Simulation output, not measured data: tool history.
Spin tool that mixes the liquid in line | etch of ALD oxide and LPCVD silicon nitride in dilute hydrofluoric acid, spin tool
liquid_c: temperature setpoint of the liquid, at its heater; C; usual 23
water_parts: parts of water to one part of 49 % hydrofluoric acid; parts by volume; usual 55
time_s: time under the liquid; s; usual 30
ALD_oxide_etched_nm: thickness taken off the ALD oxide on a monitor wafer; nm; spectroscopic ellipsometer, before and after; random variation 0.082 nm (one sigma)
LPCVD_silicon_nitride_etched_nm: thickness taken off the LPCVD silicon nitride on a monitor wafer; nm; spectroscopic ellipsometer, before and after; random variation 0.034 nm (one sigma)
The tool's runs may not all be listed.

| run | hour | liquid_c | water_parts | time_s | read-back film thickness of the ALD oxide reference wafer, read on the same gauge (nm) | read-back film thickness of the LPCVD silicon nitride reference wafer, read on the same gauge (nm) | ALD_oxide_etched_nm | LPCVD_silicon_nitride_etched_nm |
|---|---|---|---|---|---|---|---|---|
| 1 | 0 | 23 | 45 | 15 | 140 | 90.018 | 7.51 | 0.186 |
| 2 | 6.5 | 23 | 70 | 30 | 140.02 | 90.037 | 9.19 | 0.244 |
| 3 | 19.3 | 23 | 55 | 30 | 140.03 | 90.011 | 11.89 | 0.278 |
| 4 | 35 | 20 | 25 | 45 | 140.01 | 89.988 | 36.61 | 0.75 |
| 5 | 52.8 | 18 | 35 | 45 | 140 | 89.999 | 23.59 | 0.408 |
| 6 | 60.7 | 23 | 55 | 45 | 140.05 | 90.024 | 17.93 | 0.409 |
| 7 | 67.2 | 23 | 35 | 30 | 140.01 | 89.994 | 19.33 | 0.456 |
| 8 | 77.1 | 26 | 75 | 15 | 140.04 | 90.038 | 4.81 | 0.119 |
| 9 | 89 | 23 | 55 | 40 | 140.03 | 90.015 | 16.31 | 0.387 |
|  | 115.2 | thermometer replaced |
| 10 | 128.5 | 23 | 55 | 30 | 139.99 | 90.002 | 12.28 | 0.265 |
| 11 | 145.9 | 23 | 75 | 30 | 139.99 | 90.003 | 8.68 | 0.216 |
| 12 | 161.7 | 25 | 75 | 30 | 140.03 | 89.968 | 9.36 | 0.26 |
| 13 | 176.8 | 23 | 55 | 50 | 139.95 | 89.967 | 20.3 | 0.434 |
| 14 | 188.8 | 23 | 55 | 30 | 140.03 | 89.95 | 12.33 | 0.289 |
| 15 | 204.1 | 25 | 40 | 20 | 140 | 89.972 | 12.45 | 0.345 |
| 16 | 220.8 | 23 | 55 | 30 | 139.99 | 90.049 | 12.2 | 0.301 |
| 17 | 231.1 | 25.5 | 80 | 45 | 139.99 | 90.019 | 13.55 | 0.381 |
| 18 | 240.9 | 23 | 85 | 15 | 139.98 | 90.035 | 3.83 | 0.102 |
| 19 | 258.3 | 27 | 65 | 30 | 140 | 90.023 | 11.95 | 0.276 |
| 20 | 274.7 | 23 | 55 | 30 | 140 | 90.006 | 12.31 | 0.278 |
| 21 | 282.1 | 20 | 55 | 30 | 140 | 89.993 | 10.84 | 0.282 |
| 22 | 297.1 | 23 | 85 | 30 | 140.04 | 90.013 | 7.7 | 0.224 |
| 23 | 312.1 | 23 | 55 | 30 | 140 | 90.055 | 12.34 | 0.304 |
| 24 | 322.5 | 24.5 | 45 | 15 | 140.01 | 89.999 | 8.19 | 0.21 |
| 25 | 339 | 25 | 80 | 50 | 140.02 | 89.98 | 14.96 | 0.401 |

Hidden state or all else? Some run-to-run changes of ALD_oxide_etched_nm, split into what the settings, what came in and random variation would give without the hidden state, and what is left for the hidden state (with any gauge scatter that isn't in both results):
The hidden state here: liquid hotter than its thermometer reads (K); hydrofluoric acid flow above the setpoint (%); gauge reads high (%).
Run 3 -> 4: liquid_c 23 -> 20, water_parts 55 -> 25, time_s 30 -> 45. ALD_oxide_etched_nm +24.72 nm: hidden state +0.21, all else +24.51.
Run 7 -> 8: liquid_c 23 -> 26, water_parts 35 -> 75, time_s 30 -> 15. ALD_oxide_etched_nm -14.52 nm: hidden state -0.16, all else -14.36.
Run 17 -> 18: liquid_c 25.5 -> 23, water_parts 80 -> 85, time_s 45 -> 15. ALD_oxide_etched_nm -9.72 nm: hidden state -0.29, all else -9.43.
Run 24 -> 25: liquid_c 24.5 -> 25, water_parts 45 -> 80, time_s 15 -> 50. ALD_oxide_etched_nm +6.77 nm: hidden state +0.31, all else +6.46.

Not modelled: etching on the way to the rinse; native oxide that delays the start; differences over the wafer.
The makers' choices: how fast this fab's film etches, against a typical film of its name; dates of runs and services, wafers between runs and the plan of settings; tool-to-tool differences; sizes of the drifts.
